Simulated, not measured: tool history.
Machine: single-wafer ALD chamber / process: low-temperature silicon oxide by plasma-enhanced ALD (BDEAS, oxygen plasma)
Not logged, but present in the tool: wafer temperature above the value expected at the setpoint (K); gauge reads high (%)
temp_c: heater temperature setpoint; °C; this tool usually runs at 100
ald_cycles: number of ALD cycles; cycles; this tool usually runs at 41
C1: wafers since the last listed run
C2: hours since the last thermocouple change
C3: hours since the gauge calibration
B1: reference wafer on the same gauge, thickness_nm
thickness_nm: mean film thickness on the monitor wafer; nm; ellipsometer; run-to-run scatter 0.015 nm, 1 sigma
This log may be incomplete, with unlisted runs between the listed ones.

{"run": 1, "day": 0.0, "temp_c": 100, "ald_cycles": 41, "C1": 0, "C2": 618.4, "C3": 719.2, "B1": 6.388, "thickness_nm": 6.042}
{"run": 2, "day": 2.192, "temp_c": 100, "ald_cycles": 41, "C1": 390, "C2": 671.0, "C3": 771.8, "B1": 6.385, "thickness_nm": 6.096}
{"run": 3, "day": 5.479, "temp_c": 100, "ald_cycles": 41, "C1": 586, "C2": 749.9, "C3": 850.7, "B1": 6.382, "thickness_nm": 6.066}
{"day": 6.729, "done": "gauge calibrated"}
{"run": 4, "day": 7.604, "temp_c": 100, "ald_cycles": 41, "C1": 379, "C2": 800.9, "C3": 21.0, "B1": 6.386, "thickness_nm": 6.05}
{"run": 5, "day": 10.525, "temp_c": 100, "ald_cycles": 41, "C1": 521, "C2": 871.0, "C3": 91.1, "B1": 6.384, "thickness_nm": 6.06}
{"run": 6, "day": 12.204, "temp_c": 100, "ald_cycles": 41, "C1": 299, "C2": 911.3, "C3": 131.4, "B1": 6.388, "thickness_nm": 6.058}
{"run": 7, "day": 16.621, "temp_c": 100, "ald_cycles": 41, "C1": 787, "C2": 1017.3, "C3": 237.4, "B1": 6.389, "thickness_nm": 6.053}
{"run": 8, "day": 30.012, "temp_c": 100, "ald_cycles": 41, "C1": 2389, "C2": 1338.7, "C3": 558.8, "B1": 6.389, "thickness_nm": 6.054}
{"run": 9, "day": 32.183, "temp_c": 107, "ald_cycles": 41, "C1": 387, "C2": 1390.8, "C3": 610.9, "B1": 6.384, "thickness_nm": 5.959}
{"run": 10, "day": 34.042, "temp_c": 107, "ald_cycles": 41, "C1": 331, "C2": 1435.4, "C3": 655.5, "B1": 6.388, "thickness_nm": 5.991}
{"run": 11, "day": 37.996, "temp_c": 107, "ald_cycles": 41, "C1": 705, "C2": 1530.3, "C3": 750.4, "B1": 6.387, "thickness_nm": 5.971}
{"run": 12, "day": 42.354, "temp_c": 100, "ald_cycles": 41, "C1": 777, "C2": 1634.9, "C3": 855.0, "B1": 6.382, "thickness_nm": 6.028}
{"run": 13, "day": 44.308, "temp_c": 100, "ald_cycles": 41, "C1": 348, "C2": 1681.8, "C3": 901.9, "B1": 6.39, "thickness_nm": 6.037}
{"run": 14, "day": 46.429, "temp_c": 108, "ald_cycles": 48, "C1": 378, "C2": 1732.7, "C3": 952.8, "B1": 6.391, "thickness_nm": 6.978}
{"day": 48.729, "done": "thermocouple changed; heater temperature recalibrated"}
{"run": 15, "day": 49.296, "temp_c": 115, "ald_cycles": 41, "C1": 451, "C2": 13.6, "C3": 1021.6, "B1": 6.393, "thickness_nm": 5.962}
{"day": 50.192, "done": "gauge calibrated"}
{"run": 16, "day": 52.696, "temp_c": 108, "ald_cycles": 35, "C1": 606, "C2": 95.2, "C3": 60.1, "B1": 6.395, "thickness_nm": 5.157}
{"run": 17, "day": 56.938, "temp_c": 112, "ald_cycles": 44, "C1": 756, "C2": 197.0, "C3": 161.9, "B1": 6.391, "thickness_nm": 6.404}
{"run": 18, "day": 59.183, "temp_c": 91, "ald_cycles": 38, "C1": 400, "C2": 250.9, "C3": 215.8, "B1": 6.388, "thickness_nm": 5.817}
{"run": 19, "day": 62.288, "temp_c": 95, "ald_cycles": 37, "C1": 553, "C2": 325.4, "C3": 290.3, "B1": 6.396, "thickness_nm": 5.588}
{"run": 20, "day": 64.708, "temp_c": 100, "ald_cycles": 41, "C1": 431, "C2": 383.5, "C3": 348.4, "B1": 6.396, "thickness_nm": 6.093}
{"run": 21, "day": 67.508, "temp_c": 100, "ald_cycles": 41, "C1": 499, "C2": 450.7, "C3": 415.6, "B1": 6.387, "thickness_nm": 6.085}
{"run": 22, "day": 69.604, "temp_c": 109, "ald_cycles": 34, "C1": 373, "C2": 501.0, "C3": 465.9, "B1": 6.395, "thickness_nm": 4.929}

Hidden condition of the tool, last listed run before each entry between runs versus first listed run after:
In the gap between runs 3 and 4: gauge calibrated (day 6.729)
  wafer temperature above the value expected at the setpoint (K): 5.02 -> 5.16
  measured result minus the result with no hidden state, thickness_nm: -0.064 -> -0.065 nm
In the gap between runs 14 and 15: thermocouple changed; heater temperature recalibrated (day 48.729)
  wafer temperature above the value expected at the setpoint (K): 6.44 -> 0.509
  measured result minus the result with no hidden state, thickness_nm: -0.095 -> -0.006 nm
In the gap between runs 15 and 16: gauge calibrated (day 50.192)
  wafer temperature above the value expected at the setpoint (K): 0.509 -> 1.31
  measured result minus the result with no hidden state, thickness_nm: -0.006 -> -0.014 nm

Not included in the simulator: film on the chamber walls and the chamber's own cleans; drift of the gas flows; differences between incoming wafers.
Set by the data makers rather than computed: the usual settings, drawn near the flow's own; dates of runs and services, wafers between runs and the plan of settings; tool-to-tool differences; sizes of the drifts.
